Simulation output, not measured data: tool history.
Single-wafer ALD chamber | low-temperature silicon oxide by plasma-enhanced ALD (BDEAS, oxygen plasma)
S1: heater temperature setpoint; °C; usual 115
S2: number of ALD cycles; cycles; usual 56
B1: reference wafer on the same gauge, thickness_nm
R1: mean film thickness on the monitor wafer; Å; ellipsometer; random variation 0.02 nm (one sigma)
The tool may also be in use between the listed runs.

Run 1, hour 0: usual settings; B1 7.566. Result: R1 79.75 Å.
At hour 31.2: gauge calibrated.
Run 2, hour 49.1: usual settings; B1 7.574. Result: R1 79.52 Å.
Run 3, hour 152.8: usual settings but S1 106 °C; B1 7.569. Result: R1 80.89 Å.
Run 4, hour 251.4: usual settings but S1 106 °C; B1 7.569. Result: R1 80.56 Å.
Run 5, hour 324.3: usual settings but S1 110 °C; B1 7.574. Result: R1 80.2 Å.
Run 6, hour 386.8: usual settings but S1 110 °C; B1 7.577. Result: R1 80.53 Å.
Run 7, hour 426.8: usual settings but S1 110 °C; B1 7.57. Result: R1 80.33 Å.
Run 8, hour 483.6: usual settings but S2 51 cycles; B1 7.572. Result: R1 72.23 Å.
Run 9, hour 568.6: usual settings; B1 7.576. Result: R1 79.33 Å.
Run 10, hour 652.5: usual settings; B1 7.571. Result: R1 79.18 Å.
Run 11, hour 747.5: usual settings; B1 7.567. Result: R1 79.34 Å.
Run 12, hour 784.9: usual settings but S1 109 °C; B1 7.578. Result: R1 80.35 Å.
Run 13, hour 836.8: usual settings but S1 109 °C; B1 7.578. Result: R1 80.26 Å.
Run 14, hour 909.5: usual settings but S1 109 °C; B1 7.563. Result: R1 80 Å.
Run 15, hour 1003.8: usual settings; B1 7.572. Result: R1 78.99 Å.
Run 16, hour 1113: usual settings; B1 7.57. Result: R1 78.8 Å.
Run 17, hour 1152.8: usual settings; B1 7.573. Result: R1 78.83 Å.
Run 18, hour 1206.4: usual settings but S1 104 °C, S2 49 cycles; B1 7.569. Result: R1 70.53 Å.
Run 19, hour 1255: usual settings but S1 104 °C, S2 49 cycles; B1 7.567. Result: R1 70.65 Å.
Run 20, hour 1331.1: usual settings but S1 124 °C; B1 7.569. Result: R1 77.52 Å.
Run 21, hour 1395.9: usual settings; B1 7.568. Result: R1 78.64 Å.
Run 22, hour 1479.8: usual settings but S1 127 °C; B1 7.574. Result: R1 76.67 Å.
Run 23, hour 1587.7: usual settings; B1 7.575. Result: R1 78.52 Å.
Run 24, hour 1660.8: usual settings but S1 102 °C; B1 7.572. Result: R1 80.71 Å.
Run 25, hour 1759.1: usual settings but S1 108 °C, S2 64 cycles; B1 7.576. Result: R1 91.13 Å.
Run 26, hour 1815.5: usual settings but S1 103 °C, S2 60 cycles; B1 7.568. Result: R1 86.54 Å.
At hour 1908.7: gauge calibrated.
Run 27, hour 1970.6: usual settings; B1 7.57. Result: R1 78.17 Å.
Run 28, hour 2030: usual settings but S1 106 °C; B1 7.571. Result: R1 79.76 Å.
At hour 2121.8: thermocouple changed; heater temperature recalibrated.
Run 29, hour 2122.3: usual settings but S1 109 °C, S2 64 cycles; B1 7.578. Result: R1 92.42 Å.
Run 30, hour 2175.2: usual settings but S1 107 °C, S2 62 cycles; B1 7.569. Result: R1 89.35 Å.
Run 31, hour 2259.1: usual settings but S1 101 °C, S2 47 cycles; B1 7.569. Result: R1 68.75 Å.
Run 32, hour 2353.8: usual settings but S1 104 °C, S2 52 cycles; B1 7.57. Result: R1 75.52 Å.
Run 33, hour 2408.8: usual settings but S2 64 cycles; B1 7.573. Result: R1 90.59 Å.
Run 34, hour 2455.9: usual settings but S1 110 °C; B1 7.571. Result: R1 79.97 Å.
Run 35, hour 2509.4: usual settings but S2 48 cycles; B1 7.568. Result: R1 68.07 Å.
Run 36, hour 2609.2: usual settings; B1 7.569. Result: R1 79.54 Å.
Run 37, hour 2664.7: usual settings but S2 47 cycles; B1 7.572. Result: R1 66.51 Å.
Run 38, hour 2738: usual settings; B1 7.572. Result: R1 79.03 Å.
Run 39, hour 2804.5: usual settings but S1 128 °C, S2 59 cycles; B1 7.57. Result: R1 81.21 Å.
Run 40, hour 2876.7: usual settings; B1 7.568. Result: R1 79.53 Å.
Run 41, hour 2972.9: usual settings but S1 101 °C, S2 48 cycles; B1 7.571. Result: R1 70.15 Å.
Run 42, hour 3012.4: usual settings; B1 7.566. Result: R1 79.33 Å.
Run 43, hour 3051.6: usual settings but S1 124 °C, S2 47 cycles; B1 7.568. Result: R1 65.29 Å.

Forecast each of these 5 alternatives for the next run:
Run A, hour 3052.1: usual settings; B1 ?. Result: R1 ?.
Run B, hour 3052.1: usual settings but S2 59 cycles; B1 ?. Result: R1 ?.
Run C, hour 3052.1: usual settings but S1 127 °C, S2 48 cycles; B1 ?. Result: R1 ?.
Run D, hour 3052.1: usual settings but S1 106 °C, S2 53 cycles; B1 ?. Result: R1 ?.
Run E, hour 3052.1: usual settings but S1 109 °C, S2 62 cycles; B1 ?. Result: R1 ?.

run    B1     R1
  A  7.57   79.6
  B  7.57  83.87
  C  7.57   66.5
  D  7.57  76.78
  E  7.57  89.25
Without the tool's hidden state the same runs would have given:
run     R1
  A  79.66
  B  83.93
  C  66.55
  D  76.83
  E  89.32
